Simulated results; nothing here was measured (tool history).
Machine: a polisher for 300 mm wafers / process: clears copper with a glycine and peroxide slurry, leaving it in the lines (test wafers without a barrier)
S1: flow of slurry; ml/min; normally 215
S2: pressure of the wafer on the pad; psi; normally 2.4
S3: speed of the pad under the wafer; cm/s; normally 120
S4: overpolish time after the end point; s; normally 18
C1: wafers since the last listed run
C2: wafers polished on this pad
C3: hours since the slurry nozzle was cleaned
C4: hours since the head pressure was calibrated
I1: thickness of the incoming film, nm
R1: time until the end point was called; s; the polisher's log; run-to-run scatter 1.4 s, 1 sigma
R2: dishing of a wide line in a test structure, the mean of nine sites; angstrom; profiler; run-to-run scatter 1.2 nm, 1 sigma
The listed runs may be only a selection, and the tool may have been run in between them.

run 1 hour=0.0 | S1=215 S2=2.4 S3=120 S4=18 | C1=0 C2=1881 C3=382.7 C4=146.8 | I1=429.7 | R1=107.0 R2=518
-- hour=4.4 worn pad replaced by a new one
run 2 hour=28.8 | S1=215 S2=2.4 S3=120 S4=18 | C1=198 C2=195 C3=411.5 C4=175.6 | I1=432.4 | R1=92.0 R2=548
run 3 hour=47.3 | S1=215 S2=2.4 S3=120 S4=18 | C1=148 C2=344 C3=430.0 C4=194.1 | I1=432.5 | R1=92.6 R2=560
run 4 hour=63.0 | S1=215 S2=2.4 S3=120 S4=18 | C1=125 C2=469 C3=445.7 C4=209.8 | I1=423.8 | R1=91.9 R2=556
-- hour=65.5 slurry nozzle cleaned
run 5 hour=77.4 | S1=215 S2=2.4 S3=120 S4=18 | C1=107 C2=577 C3=11.9 C4=224.2 | I1=424.1 | R1=92.2 R2=570
run 6 hour=90.4 | S1=215 S2=2.4 S3=146 S4=18 | C1=104 C2=681 C3=24.9 C4=237.2 | I1=427.6 | R1=82.4 R2=614
run 7 hour=109.7 | S1=215 S2=2.4 S3=146 S4=18 | C1=154 C2=836 C3=44.2 C4=256.5 | I1=430.5 | R1=84.4 R2=612
run 8 hour=137.3 | S1=215 S2=2.4 S3=138 S4=18 | C1=221 C2=1057 C3=71.8 C4=284.1 | I1=431.0 | R1=88.9 R2=584
run 9 hour=153.2 | S1=215 S2=2.4 S3=138 S4=18 | C1=127 C2=1184 C3=87.7 C4=300.0 | I1=430.2 | R1=88.0 R2=574
run 10 hour=174.4 | S1=145 S2=2.4 S3=84 S4=21 | C1=169 C2=1354 C3=108.9 C4=321.2 | I1=429.7 | R1=146.3 R2=448
-- hour=192.8 worn pad replaced by a new one
-- hour=193.8 head pressure recalibrated
run 11 hour=204.1 | S1=215 S2=3.0 S3=120 S4=18 | C1=198 C2=82 C3=138.6 C4=10.3 | I1=427.1 | R1=80.2 R2=651
run 12 hour=218.7 | S1=245 S2=3.2 S3=120 S4=18 | C1=117 C2=199 C3=153.2 C4=24.9 | I1=422.0 | R1=75.4 R2=644
run 13 hour=274.5 | S1=215 S2=2.8 S3=80 S4=18 | C1=447 C2=646 C3=209.0 C4=80.7 | I1=436.7 | R1=123.3 R2=444
run 14 hour=297.4 | S1=215 S2=2.4 S3=120 S4=18 | C1=183 C2=830 C3=231.9 C4=103.6 | I1=431.8 | R1=95.2 R2=529
run 15 hour=322.6 | S1=190 S2=2.4 S3=158 S4=22 | C1=201 C2=1032 C3=257.1 C4=128.8 | I1=424.3 | R1=78.5 R2=708
run 16 hour=336.4 | S1=215 S2=2.4 S3=108 S4=10 | C1=110 C2=1142 C3=270.9 C4=142.6 | I1=432.1 | R1=108.0 R2=295
run 17 hour=350.5 | S1=245 S2=3.0 S3=146 S4=10 | C1=113 C2=1255 C3=285.0 C4=156.7 | I1=436.3 | R1=73.8 R2=426
run 18 hour=371.8 | S1=250 S2=2.4 S3=98 S4=18 | C1=170 C2=1426 C3=306.3 C4=178.0 | I1=429.5 | R1=117.4 R2=460
run 19 hour=384.4 | S1=215 S2=2.4 S3=120 S4=18 | C1=100 C2=1527 C3=318.9 C4=190.6 | I1=436.2 | R1=104.5 R2=490
-- hour=390.3 worn pad replaced by a new one
run 20 hour=398.1 | S1=190 S2=2.4 S3=120 S4=18 | C1=77 C2=62 C3=332.6 C4=204.3 | I1=426.7 | R1=94.5 R2=552
run 21 hour=423.5 | S1=260 S2=1.9 S3=88 S4=24 | C1=203 C2=266 C3=358.0 C4=229.7 | I1=428.6 | R1=134.1 R2=539
run 22 hour=438.2 | S1=215 S2=2.4 S3=106 S4=24 | C1=117 C2=384 C3=372.7 C4=244.4 | I1=431.2 | R1=106.1 R2=644
run 23 hour=461.3 | S1=215 S2=2.4 S3=142 S4=18 | C1=185 C2=569 C3=395.8 C4=267.5 | I1=426.7 | R1=82.7 R2=610
-- hour=465.4 head pressure recalibrated
run 24 hour=479.6 | S1=195 S2=2.4 S3=92 S4=18 | C1=130 C2=699 C3=414.1 C4=14.2 | I1=434.7 | R1=122.7 R2=443
run 25 hour=498.3 | S1=280 S2=2.4 S3=108 S4=18 | C1=149 C2=849 C3=432.8 C4=32.9 | I1=427.7 | R1=101.8 R2=517
run 26 hour=524.9 | S1=215 S2=2.4 S3=120 S4=18 | C1=213 C2=1063 C3=459.4 C4=59.5 | I1=420.2 | R1=97.2 R2=516
run 27 hour=548.3 | S1=250 S2=2.4 S3=152 S4=18 | C1=187 C2=1250 C3=482.8 C4=82.9 | I1=431.8 | R1=84.4 R2=614
-- hour=550.7 slurry nozzle cleaned
run 28 hour=561.3 | S1=235 S2=3.1 S3=94 S4=13 | C1=96 C2=1346 C3=10.6 C4=95.9 | I1=430.4 | R1=102.8 R2=390
run 29 hour=586.2 | S1=160 S2=2.4 S3=156 S4=18 | C1=199 C2=1546 C3=35.5 C4=120.8 | I1=425.5 | R1=86.9 R2=579
-- hour=601.8 worn pad replaced by a new one
run 30 hour=620.1 | S1=215 S2=3.0 S3=120 S4=18 | C1=239 C2=147 C3=69.4 C4=154.7 | I1=431.5 | R1=80.3 R2=659
run 31 hour=635.0 | S1=215 S2=2.4 S3=120 S4=18 | C1=119 C2=266 C3=84.3 C4=169.6 | I1=433.3 | R1=92.3 R2=546
run 32 hour=665.2 | S1=215 S2=2.4 S3=120 S4=18 | C1=242 C2=508 C3=114.5 C4=199.8 | I1=436.5 | R1=94.1 R2=550
run 33 hour=690.8 | S1=250 S2=3.2 S3=120 S4=18 | C1=205 C2=713 C3=140.1 C4=225.4 | I1=439.3 | R1=79.8 R2=637

For each run, the measured value with the value that run would have given without the tool's hidden condition subtracted. The run-to-run variation is shared by both, the gauge scatter possibly not:
Hidden state at play: removal rate lost through wear of the pad, %; slurry flow missing at the pad, %; deviation of the head's pressure from its setpoint, %.
run=1 R1=+14.6 R2=-64
run=2 R1=+2.1 R2=-10
run=3 R1=+3.0 R2=-15
run=4 R1=+3.8 R2=-19
run=5 R1=+4.6 R2=-23
run=6 R1=+4.7 R2=-27
run=7 R1=+5.8 R2=-33
run=8 R1=+7.4 R2=-41
run=9 R1=+8.2 R2=-45
run=10 R1=+15.3 R2=-43
run=11 R1=+0.7 R2=-5
run=12 R1=+1.3 R2=-9
run=13 R1=+6.0 R2=-19
run=14 R1=+5.8 R2=-27
run=15 R1=+5.9 R2=-40
run=16 R1=+9.1 R2=-24
run=17 R1=+6.8 R2=-36
run=18 R1=+12.2 R2=-44
run=19 R1=+11.6 R2=-48
run=20 R1=+1.7 R2=-9
run=21 R1=+4.5 R2=-14
run=22 R1=+4.4 R2=-20
run=23 R1=+4.5 R2=-27
run=24 R1=+7.9 R2=-26
run=25 R1=+7.7 R2=-34
run=26 R1=+8.8 R2=-41
run=27 R1=+8.8 R2=-52
run=28 R1=+11.4 R2=-42
run=29 R1=+10.9 R2=-62
run=30 R1=+0.9 R2=-6
run=31 R1=+1.8 R2=-9
run=32 R1=+3.4 R2=-16
run=33 R1=+4.1 R2=-26

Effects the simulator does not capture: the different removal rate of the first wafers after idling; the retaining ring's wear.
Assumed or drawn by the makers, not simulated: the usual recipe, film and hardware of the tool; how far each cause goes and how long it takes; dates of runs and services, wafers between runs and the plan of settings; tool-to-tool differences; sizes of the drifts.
